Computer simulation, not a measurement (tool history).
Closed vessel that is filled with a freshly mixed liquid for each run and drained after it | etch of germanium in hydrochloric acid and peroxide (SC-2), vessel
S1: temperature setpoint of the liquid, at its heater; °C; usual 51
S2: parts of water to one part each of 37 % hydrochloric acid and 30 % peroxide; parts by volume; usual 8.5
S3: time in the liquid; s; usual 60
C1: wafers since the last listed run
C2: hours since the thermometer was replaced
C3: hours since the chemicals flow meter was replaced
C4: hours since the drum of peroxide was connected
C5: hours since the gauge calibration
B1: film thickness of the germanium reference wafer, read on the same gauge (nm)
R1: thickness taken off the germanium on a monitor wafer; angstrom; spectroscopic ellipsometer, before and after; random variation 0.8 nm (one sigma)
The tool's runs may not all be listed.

run 1 hour=0 | S1=51 S2=10.5 S3=60 | C1=0 C2=240.6 C3=753.8 C4=280.2 C5=1316.1 | B1=89.96 | R1=1493.3
run 2 hour=47.5 | S1=51 S2=8.5 S3=60 | C1=5410 C2=288.1 C3=801.3 C4=327.7 C5=1363.6 | B1=90.02 | R1=1509.6
run 3 hour=123.8 | S1=51 S2=8.5 S3=60 | C1=8691 C2=364.4 C3=877.6 C4=404 C5=1439.9 | B1=89.98 | R1=1510.4
-- hour=209.4 new drum of peroxide connected
run 4 hour=216 | S1=51 S2=8.5 S3=60 | C1=10388 C2=456.6 C3=969.8 C4=6.6 C5=1532.1 | B1=90.02 | R1=1502.3
run 5 hour=298.2 | S1=43.5 S2=8.5 S3=60 | C1=9363 C2=538.8 C3=1052 C4=88.8 C5=1614.3 | B1=90.02 | R1=1179
run 6 hour=334.3 | S1=43.5 S2=8.5 S3=60 | C1=4112 C2=574.9 C3=1088.1 C4=124.9 C5=1650.4 | B1=90.02 | R1=1182.3
run 7 hour=373.6 | S1=43.5 S2=8.5 S3=60 | C1=4476 C2=614.2 C3=1127.4 C4=164.2 C5=1689.7 | B1=90.01 | R1=1159.7
run 8 hour=412 | S1=51 S2=8.5 S3=60 | C1=4374 C2=652.6 C3=1165.8 C4=202.6 C5=1728.1 | B1=90.01 | R1=1490.3
run 9 hour=473.1 | S1=51 S2=8.5 S3=60 | C1=6959 C2=713.7 C3=1226.9 C4=263.7 C5=1789.2 | B1=90.02 | R1=1497.8
run 10 hour=522.1 | S1=58 S2=8.5 S3=60 | C1=5581 C2=762.7 C3=1275.9 C4=312.7 C5=1838.2 | B1=89.99 | R1=1836.3
run 11 hour=582.2 | S1=58 S2=8.5 S3=60 | C1=6845 C2=822.8 C3=1336 C4=372.8 C5=1898.3 | B1=89.99 | R1=1831.6
-- hour=622.9 thermometer replaced
run 12 hour=656.2 | S1=51 S2=8.5 S3=60 | C1=8315 C2=33.3 C3=1410 C4=446.8 C5=1972.3 | B1=89.98 | R1=1544
-- hour=705.3 new drum of peroxide connected
run 13 hour=759.5 | S1=51 S2=8.5 S3=60 | C1=11652 C2=136.6 C3=1513.3 C4=54.2 C5=2075.6 | B1=89.96 | R1=1534.5
run 14 hour=803 | S1=47.5 S2=10 S3=80 | C1=4955 C2=180.1 C3=1556.8 C4=97.7 C5=2119.1 | B1=89.97 | R1=1818.8
-- hour=810.5 chemicals flow meter replaced
run 15 hour=889.8 | S1=59 S2=7.5 S3=30 | C1=9773 C2=266.9 C3=79.3 C4=184.5 C5=2205.9 | B1=90.01 | R1=991.2
run 16 hour=985.8 | S1=61 S2=9.5 S3=30 | C1=10935 C2=362.9 C3=175.3 C4=280.5 C5=2301.9 | B1=90.03 | R1=1018.4
run 17 hour=1128.2 | S1=51 S2=10.5 S3=45 | C1=16220 C2=505.3 C3=317.7 C4=422.9 C5=2444.3 | B1=90.05 | R1=1104.7
-- hour=1171.4 new drum of peroxide connected
run 18 hour=1180.5 | S1=51 S2=8.5 S3=60 | C1=5843 C2=557.6 C3=370 C4=9.1 C5=2496.6 | B1=90.02 | R1=1500.6
run 19 hour=1251.4 | S1=51 S2=8.5 S3=60 | C1=8076 C2=628.5 C3=440.9 C4=80 C5=2567.5 | B1=90.03 | R1=1492.2
run 20 hour=1344.3 | S1=51 S2=8.5 S3=60 | C1=10582 C2=721.4 C3=533.8 C4=172.9 C5=2660.4 | B1=90.02 | R1=1482
run 21 hour=1445 | S1=55 S2=12 S3=60 | C1=11470 C2=822.1 C3=634.5 C4=273.6 C5=2761.1 | B1=90.01 | R1=1614.6
-- hour=1478.2 thermometer replaced
run 22 hour=1551.8 | S1=44 S2=5.5 S3=45 | C1=12051 C2=73.6 C3=741.3 C4=380.4 C5=2867.9 | B1=90 | R1=940.6
-- hour=1603.2 new drum of peroxide connected
-- hour=1637.4 gauge calibrated
run 23 hour=1659.3 | S1=48 S2=12.5 S3=60 | C1=12131 C2=181.1 C3=848.8 C4=56.1 C5=21.9 | B1=90.02 | R1=1335
run 24 hour=1739 | S1=51 S2=8.5 S3=60 | C1=9078 C2=260.8 C3=928.5 C4=135.8 C5=101.6 | B1=89.95 | R1=1530.7
run 25 hour=1818.3 | S1=58 S2=5.5 S3=60 | C1=9033 C2=340.1 C3=1007.8 C4=215.1 C5=180.9 | B1=90 | R1=1918.9
run 26 hour=1888.7 | S1=51 S2=8.5 S3=60 | C1=8019 C2=410.5 C3=1078.2 C4=285.5 C5=251.3 | B1=90 | R1=1505.5
run 27 hour=1966 | S1=51 S2=8.5 S3=60 | C1=8805 C2=487.8 C3=1155.5 C4=362.8 C5=328.6 | B1=90.06 | R1=1503.2
run 28 hour=2036.2 | S1=51 S2=8.5 S3=60 | C1=7996 C2=558 C3=1225.7 C4=433 C5=398.8 | B1=90.03 | R1=1497
run 29 hour=2077.8 | S1=47.5 S2=9.5 S3=50 | C1=4738 C2=599.6 C3=1267.3 C4=474.6 C5=440.4 | B1=90.01 | R1=1107
-- hour=2138.2 new drum of peroxide connected
run 30 hour=2144.4 | S1=51 S2=10.5 S3=70 | C1=7472 C2=666.2 C3=1333.9 C4=6.2 C5=507 | B1=90.03 | R1=1718.6
-- hour=2223.9 chemicals flow meter replaced
run 31 hour=2225.4 | S1=46 S2=5.5 S3=60 | C1=9112 C2=747.2 C3=1.5 C4=87.2 C5=588 | B1=90.02 | R1=1281.9

Some steps in R1 between neighbouring runs. How much of each would the tool show without its hidden state too (settings, what came in, random variation), and how much is left for the hidden state, with any gauge scatter that isn't in both results?
The hidden state here: liquid colder than its thermometer reads (K); chemicals flow above the setpoint (%); peroxide weaker than its label (%); gauge reads high (%).
Run 11 -> 12: S1 58 -> 51, thermometer replaced. R1 -287.6 angstrom: hidden state +88.8, all else -376.4.
Run 14 -> 15: S1 47.5 -> 59, S2 10 -> 7.5, S3 80 -> 30, chemicals flow meter replaced. R1 -827.6 angstrom: hidden state +4.6, all else -832.2.
Run 21 -> 22: S1 55 -> 44, S2 12 -> 5.5, S3 60 -> 45, thermometer replaced. R1 -674 angstrom: hidden state +68.9, all else -742.9.
Run 29 -> 30: S1 47.5 -> 51, S2 9.5 -> 10.5, S3 50 -> 70, new drum of peroxide connected. R1 +611.6 angstrom: hidden state -28.4, all else +640.
